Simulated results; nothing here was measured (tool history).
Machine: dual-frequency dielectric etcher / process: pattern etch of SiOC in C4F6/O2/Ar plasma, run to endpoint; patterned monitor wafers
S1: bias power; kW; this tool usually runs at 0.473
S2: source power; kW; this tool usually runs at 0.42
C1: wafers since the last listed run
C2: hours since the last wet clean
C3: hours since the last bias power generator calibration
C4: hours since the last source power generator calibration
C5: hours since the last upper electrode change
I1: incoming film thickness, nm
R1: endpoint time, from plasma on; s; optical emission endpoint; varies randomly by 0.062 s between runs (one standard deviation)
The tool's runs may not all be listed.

| run | hour | S1 | S2 | C1 | C2 | C3 | C4 | C5 | I1 | R1 |
|---|---|---|---|---|---|---|---|---|---|---|
| 1 | 0 | 0.473 | 0.42 | 0 | 178.5 | 2638.3 | 4011.3 | 5672.5 | 47.98 | 14.8 |
| 2 | 31 | 0.405 | 0.42 | 368 | 209.5 | 2669.3 | 4042.3 | 5703.5 | 47.93 | 15.5 |
| 3 | 100.8 | 0.405 | 0.42 | 830 | 279.3 | 2739.1 | 4112.1 | 5773.3 | 48 | 15.6 |
| 4 | 128.2 | 0.405 | 0.42 | 325 | 306.7 | 2766.5 | 4139.5 | 5800.7 | 48.08 | 15.6 |
| 5 | 177.6 | 0.473 | 0.42 | 587 | 356.1 | 2815.9 | 4188.9 | 5850.1 | 48.34 | 14.9 |
|  | 237.7 | upper electrode replaced |
|  | 237.8 | source power generator calibrated |
| 6 | 238.2 | 0.473 | 0.42 | 434 | 416.7 | 2876.5 | 0.4 | 0.5 | 47.77 | 14.8 |
| 7 | 264.3 | 0.473 | 0.42 | 310 | 442.8 | 2902.6 | 26.5 | 26.6 | 47.81 | 14.8 |
| 8 | 323.6 | 0.388 | 0.42 | 705 | 502.1 | 2961.9 | 85.8 | 85.9 | 47.63 | 15.7 |
|  | 370.6 | wet clean of the chamber |
| 9 | 378 | 0.473 | 0.42 | 361 | 7.4 | 3016.3 | 140.2 | 140.3 | 47.8 | 14.5 |
| 10 | 404.2 | 0.473 | 0.42 | 311 | 33.6 | 3042.5 | 166.4 | 166.5 | 47.62 | 14.5 |
|  | 445.7 | bias power generator calibrated |
| 11 | 461.1 | 0.572 | 0.48 | 629 | 90.5 | 15.4 | 223.3 | 223.4 | 47.65 | 13 |
| 12 | 492.7 | 0.505 | 0.37 | 375 | 122.1 | 47 | 254.9 | 255 | 47.72 | 14.8 |
| 13 | 526.2 | 0.423 | 0.42 | 398 | 155.6 | 80.5 | 288.4 | 288.5 | 48.16 | 15.4 |
| 14 | 581.1 | 0.473 | 0.42 | 653 | 210.5 | 135.4 | 343.3 | 343.4 | 47.59 | 14.7 |
| 15 | 605.9 | 0.372 | 0.34 | 295 | 235.3 | 160.2 | 368.1 | 368.2 | 47.71 | 16.9 |
| 16 | 630 | 0.573 | 0.37 | 286 | 259.4 | 184.3 | 392.2 | 392.3 | 47.85 | 14.4 |
| 17 | 676 | 0.473 | 0.42 | 547 | 305.4 | 230.3 | 438.2 | 438.3 | 48.38 | 15.1 |
| 18 | 729.2 | 0.428 | 0.47 | 632 | 358.6 | 283.5 | 491.4 | 491.5 | 47.92 | 14.9 |
| 19 | 759.8 | 0.516 | 0.5 | 364 | 389.2 | 314.1 | 522 | 522.1 | 47.75 | 13.6 |

Table of differences, measured result less the result of that run with no hidden state. Run-to-run variation is the same in both. Gauge scatter possibly is not:
Hidden state at play: etch rate over this chamber's usual, %; bias power that arrives over what is set, %; source power that arrives over what is set, %.
| run | R1 |
|---|---|
| 1 | +0.1 |
| 2 | +0.1 |
| 3 | +0.1 |
| 4 | +0.2 |
| 5 | +0.2 |
| 6 | +0.2 |
| 7 | +0.3 |
| 8 | +0.4 |
| 9 | +0 |
| 10 | +0 |
| 11 | +0 |
| 12 | +0 |
| 13 | +0.1 |
| 14 | +0.1 |
| 15 | +0.2 |
| 16 | +0.1 |
| 17 | +0.2 |
| 18 | +0.3 |
| 19 | +0.3 |
